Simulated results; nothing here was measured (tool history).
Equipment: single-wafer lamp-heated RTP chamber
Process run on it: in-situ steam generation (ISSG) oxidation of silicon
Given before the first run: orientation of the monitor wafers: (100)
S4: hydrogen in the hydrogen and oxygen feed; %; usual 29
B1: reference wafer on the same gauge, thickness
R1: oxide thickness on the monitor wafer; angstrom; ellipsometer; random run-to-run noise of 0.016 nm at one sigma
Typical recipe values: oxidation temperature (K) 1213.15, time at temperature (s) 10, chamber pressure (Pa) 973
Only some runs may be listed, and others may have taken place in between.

run 1 hour=0.0 | oxidation_temperature_(K)=1213.15 time_at_temperature_(s)=10 chamber_pressure_(Pa)=973 S4=29 | B1=3.260 | R1=36.85
run 2 hour=30.0 | oxidation_temperature_(K)=1213.15 time_at_temperature_(s)=10 chamber_pressure_(Pa)=973 S4=29 | B1=3.261 | R1=36.99
run 3 hour=75.5 | oxidation_temperature_(K)=1213.15 time_at_temperature_(s)=10 chamber_pressure_(Pa)=973 S4=29 | B1=3.255 | R1=37.23
run 4 hour=106.0 | oxidation_temperature_(K)=1213.15 time_at_temperature_(s)=10 chamber_pressure_(Pa)=1080 S4=29 | B1=3.258 | R1=36.93
run 5 hour=141.8 | oxidation_temperature_(K)=1213.15 time_at_temperature_(s)=10 chamber_pressure_(Pa)=1080 S4=29 | B1=3.259 | R1=37.33
run 6 hour=169.3 | oxidation_temperature_(K)=1213.15 time_at_temperature_(s)=10 chamber_pressure_(Pa)=973 S4=29 | B1=3.263 | R1=37.68
-- hour=181.1 pyrometer window cleaned and pyrometer calibrated
run 7 hour=196.4 | oxidation_temperature_(K)=1213.15 time_at_temperature_(s)=10 chamber_pressure_(Pa)=973 S4=29 | B1=3.260 | R1=36.92
run 8 hour=248.4 | oxidation_temperature_(K)=1213.15 time_at_temperature_(s)=10 chamber_pressure_(Pa)=973 S4=23 | B1=3.259 | R1=34.45
run 9 hour=308.0 | oxidation_temperature_(K)=1213.15 time_at_temperature_(s)=10 chamber_pressure_(Pa)=973 S4=23 | B1=3.265 | R1=34.76
run 10 hour=363.6 | oxidation_temperature_(K)=1213.15 time_at_temperature_(s)=10 chamber_pressure_(Pa)=973 S4=29 | B1=3.261 | R1=37.46
run 11 hour=387.7 | oxidation_temperature_(K)=1213.15 time_at_temperature_(s)=10 chamber_pressure_(Pa)=973 S4=29 | B1=3.267 | R1=37.50
run 12 hour=418.9 | oxidation_temperature_(K)=1213.15 time_at_temperature_(s)=10 chamber_pressure_(Pa)=973 S4=29 | B1=3.261 | R1=37.54
-- hour=434.3 pyrometer window cleaned and pyrometer calibrated
run 13 hour=480.1 | oxidation_temperature_(K)=1213.15 time_at_temperature_(s)=10 chamber_pressure_(Pa)=973 S4=29 | B1=3.258 | R1=36.97
run 14 hour=538.2 | oxidation_temperature_(K)=1213.15 time_at_temperature_(s)=10 chamber_pressure_(Pa)=973 S4=29 | B1=3.256 | R1=37.18
run 15 hour=572.8 | oxidation_temperature_(K)=1213.15 time_at_temperature_(s)=8 chamber_pressure_(Pa)=1107 S4=32 | B1=3.266 | R1=35.21
run 16 hour=619.1 | oxidation_temperature_(K)=1213.15 time_at_temperature_(s)=10 chamber_pressure_(Pa)=973 S4=29 | B1=3.262 | R1=37.48
-- hour=669.5 pyrometer window cleaned and pyrometer calibrated
run 17 hour=687.9 | oxidation_temperature_(K)=1206.15 time_at_temperature_(s)=8 chamber_pressure_(Pa)=973 S4=25 | B1=3.257 | R1=32.31
-- hour=731.8 hydrogen flow controller replaced
run 18 hour=738.3 | oxidation_temperature_(K)=1213.15 time_at_temperature_(s)=14 chamber_pressure_(Pa)=920 S4=32 | B1=3.257 | R1=42.69
run 19 hour=765.9 | oxidation_temperature_(K)=1213.15 time_at_temperature_(s)=12 chamber_pressure_(Pa)=973 S4=29 | B1=3.265 | R1=39.39
run 20 hour=826.4 | oxidation_temperature_(K)=1223.15 time_at_temperature_(s)=10 chamber_pressure_(Pa)=973 S4=29 | B1=3.268 | R1=37.84
-- hour=866.6 pressure gauge zeroed
-- hour=882.8 pyrometer window cleaned and pyrometer calibrated
run 21 hour=896.8 | oxidation_temperature_(K)=1213.15 time_at_temperature_(s)=10 chamber_pressure_(Pa)=973 S4=29 | B1=3.255 | R1=36.64
run 22 hour=936.8 | oxidation_temperature_(K)=1213.15 time_at_temperature_(s)=8 chamber_pressure_(Pa)=973 S4=26 | B1=3.259 | R1=33.27
-- hour=954.6 gauge calibrated
run 23 hour=968.2 | oxidation_temperature_(K)=1213.15 time_at_temperature_(s)=10 chamber_pressure_(Pa)=973 S4=29 | B1=3.257 | R1=37.34
run 24 hour=1036.0 | oxidation_temperature_(K)=1213.15 time_at_temperature_(s)=10 chamber_pressure_(Pa)=973 S4=29 | B1=3.253 | R1=37.34
run 25 hour=1081.3 | oxidation_temperature_(K)=1198.15 time_at_temperature_(s)=8 chamber_pressure_(Pa)=1107 S4=32 | B1=3.256 | R1=34.60
run 26 hour=1109.3 | oxidation_temperature_(K)=1206.15 time_at_temperature_(s)=9 chamber_pressure_(Pa)=973 S4=29 | B1=3.265 | R1=35.91

What will run 27 give?
run 27 hour=1140.2 | oxidation_temperature_(K)=1213.15 time_at_temperature_(s)=10 chamber_pressure_(Pa)=973 S4=29 | B1=? | R1=?

{"run 27": {"B1": 3.253, "R1": 37.69}}
With no hidden state in the tool, this same run would have given R1 36.67 angstrom.

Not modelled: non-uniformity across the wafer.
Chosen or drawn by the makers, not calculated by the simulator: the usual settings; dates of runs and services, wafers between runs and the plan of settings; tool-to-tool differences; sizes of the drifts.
